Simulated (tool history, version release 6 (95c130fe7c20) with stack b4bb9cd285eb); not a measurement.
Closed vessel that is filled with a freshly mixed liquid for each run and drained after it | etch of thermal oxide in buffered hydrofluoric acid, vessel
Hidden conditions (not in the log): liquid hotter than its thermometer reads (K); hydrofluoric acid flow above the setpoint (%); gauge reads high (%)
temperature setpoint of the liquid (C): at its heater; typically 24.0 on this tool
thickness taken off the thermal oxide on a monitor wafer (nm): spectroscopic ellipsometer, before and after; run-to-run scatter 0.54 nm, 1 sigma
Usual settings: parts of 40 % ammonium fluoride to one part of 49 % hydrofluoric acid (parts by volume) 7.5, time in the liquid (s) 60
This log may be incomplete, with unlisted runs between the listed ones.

| run | hour | temperature setpoint of the liquid (C) | parts of 40 % ammonium fluoride to one part of 49 % hydrofluoric acid (parts by volume) | time in the liquid (s) | wafers since the last listed run | hours since the thermometer was replaced | hours since the hydrofluoric acid flow meter was replaced | hours since the gauge calibration | read-back film thickness of the thermal oxide reference wafer, read on the same gauge (nm) | thickness taken off the thermal oxide on a monitor wafer (nm) |
|---|---|---|---|---|---|---|---|---|---|---|
| 1 | 0.0 | 24.0 | 7.5 | 60 | 0 | 712.2 | 498.1 | 835.8 | 39.97 | 91.02 |
| 2 | 106.6 | 24.0 | 7.5 | 60 | 7615 | 818.8 | 604.7 | 942.4 | 39.99 | 89.96 |
| 3 | 159.8 | 24.0 | 7.5 | 60 | 3800 | 872.0 | 657.9 | 995.6 | 40.00 | 90.07 |
| 4 | 231.1 | 24.0 | 7.5 | 85 | 5093 | 943.3 | 729.2 | 1066.9 | 40.01 | 128.07 |
| 5 | 294.8 | 24.0 | 7.5 | 85 | 4550 | 1007.0 | 792.9 | 1130.6 | 40.00 | 128.11 |
|  | 349.6 | hydrofluoric acid flow meter replaced |
| 6 | 365.0 | 24.0 | 7.5 | 60 | 4943 | 1077.2 | 15.4 | 1200.8 | 39.97 | 91.68 |
| 7 | 410.7 | 24.0 | 8.5 | 60 | 3264 | 1122.9 | 61.1 | 1246.5 | 40.00 | 78.77 |
| 8 | 676.8 | 24.0 | 7.5 | 80 | 19010 | 1389.0 | 327.2 | 1512.6 | 39.99 | 121.37 |
| 9 | 769.7 | 24.0 | 7.5 | 80 | 6636 | 1481.9 | 420.1 | 1605.5 | 39.98 | 120.90 |
| 10 | 841.8 | 24.0 | 7.5 | 60 | 5150 | 1554.0 | 492.2 | 1677.6 | 40.01 | 90.40 |
| 11 | 901.1 | 24.0 | 7.5 | 35 | 4236 | 1613.3 | 551.5 | 1736.9 | 40.00 | 53.09 |
| 12 | 967.2 | 24.0 | 7.5 | 60 | 4722 | 1679.4 | 617.6 | 1803.0 | 39.98 | 90.65 |
| 13 | 1042.9 | 24.0 | 7.5 | 60 | 5408 | 1755.1 | 693.3 | 1878.7 | 40.00 | 90.97 |
| 14 | 1079.6 | 24.0 | 7.5 | 60 | 2621 | 1791.8 | 730.0 | 1915.4 | 40.00 | 91.11 |
| 15 | 1125.6 | 24.0 | 7.5 | 60 | 3286 | 1837.8 | 776.0 | 1961.4 | 40.00 | 90.29 |
|  | 1129.6 | thermometer replaced |
|  | 1155.5 | gauge calibrated |
| 16 | 1173.5 | 24.0 | 8.5 | 60 | 3350 | 43.9 | 823.9 | 18.0 | 39.99 | 79.04 |
|  | 1216.1 | hydrofluoric acid flow meter replaced |
| 17 | 1280.0 | 28.5 | 8.5 | 45 | 7536 | 150.4 | 63.9 | 124.5 | 40.01 | 76.07 |
| 18 | 1382.6 | 28.5 | 10.5 | 60 | 7329 | 253.0 | 166.5 | 227.1 | 39.98 | 84.18 |
| 19 | 1472.4 | 24.0 | 7.5 | 60 | 6415 | 342.8 | 256.3 | 316.9 | 40.01 | 90.72 |
| 20 | 1539.1 | 24.0 | 7.5 | 60 | 4765 | 409.5 | 323.0 | 383.6 | 40.02 | 90.71 |
| 21 | 1631.8 | 22.0 | 8.5 | 30 | 6622 | 502.2 | 415.7 | 476.3 | 39.98 | 35.40 |
| 22 | 1692.3 | 24.0 | 7.5 | 60 | 4322 | 562.7 | 476.2 | 536.8 | 40.03 | 90.18 |
| 23 | 1756.6 | 28.0 | 5.5 | 60 | 4593 | 627.0 | 540.5 | 601.1 | 39.99 | 148.27 |
| 24 | 1805.6 | 20.0 | 6.0 | 60 | 3500 | 676.0 | 589.5 | 650.1 | 40.00 | 89.72 |
| 25 | 1864.5 | 20.5 | 6.0 | 85 | 4207 | 734.9 | 648.4 | 709.0 | 39.99 | 130.07 |
| 26 | 1922.4 | 26.0 | 5.0 | 45 | 4136 | 792.8 | 706.3 | 766.9 | 40.01 | 108.43 |
| 27 | 1971.3 | 24.0 | 10.0 | 90 | 3493 | 841.7 | 755.2 | 815.8 | 40.00 | 103.91 |
|  | 2007.4 | hydrofluoric acid flow meter replaced |
| 28 | 2041.8 | 24.0 | 10.0 | 60 | 4965 | 912.2 | 34.4 | 886.3 | 40.02 | 70.16 |
| 29 | 2110.0 | 27.5 | 7.5 | 90 | 4872 | 980.4 | 102.6 | 954.5 | 40.00 | 163.73 |
| 30 | 2188.2 | 26.0 | 7.5 | 75 | 5586 | 1058.6 | 180.8 | 1032.7 | 40.00 | 125.65 |
| 31 | 2241.3 | 21.5 | 7.5 | 60 | 3793 | 1111.7 | 233.9 | 1085.8 | 39.99 | 79.43 |
| 32 | 2279.5 | 28.5 | 9.0 | 50 | 2729 | 1149.9 | 272.1 | 1124.0 | 40.03 | 78.75 |
| 33 | 2334.4 | 22.0 | 6.0 | 80 | 3922 | 1204.8 | 327.0 | 1178.9 | 39.99 | 132.47 |

Describe how what the log doesn't record of the tool's condition differs between the last listed run preceding each entry between runs and the first listed run following it.
Between runs 5 and 6: hydrofluoric acid flow meter replaced (hour 349.6)
  nothing in the hidden state changes from one run to the other
Between runs 15 and 16: thermometer replaced (hour 1129.6); gauge calibrated (hour 1155.5)
  nothing in the hidden state changes from one run to the other
Between runs 16 and 17: hydrofluoric acid flow meter replaced (hour 1216.1)
  nothing in the hidden state changes from one run to the other
Between runs 27 and 28: hydrofluoric acid flow meter replaced (hour 2007.4)
  nothing in the hidden state changes from one run to the other

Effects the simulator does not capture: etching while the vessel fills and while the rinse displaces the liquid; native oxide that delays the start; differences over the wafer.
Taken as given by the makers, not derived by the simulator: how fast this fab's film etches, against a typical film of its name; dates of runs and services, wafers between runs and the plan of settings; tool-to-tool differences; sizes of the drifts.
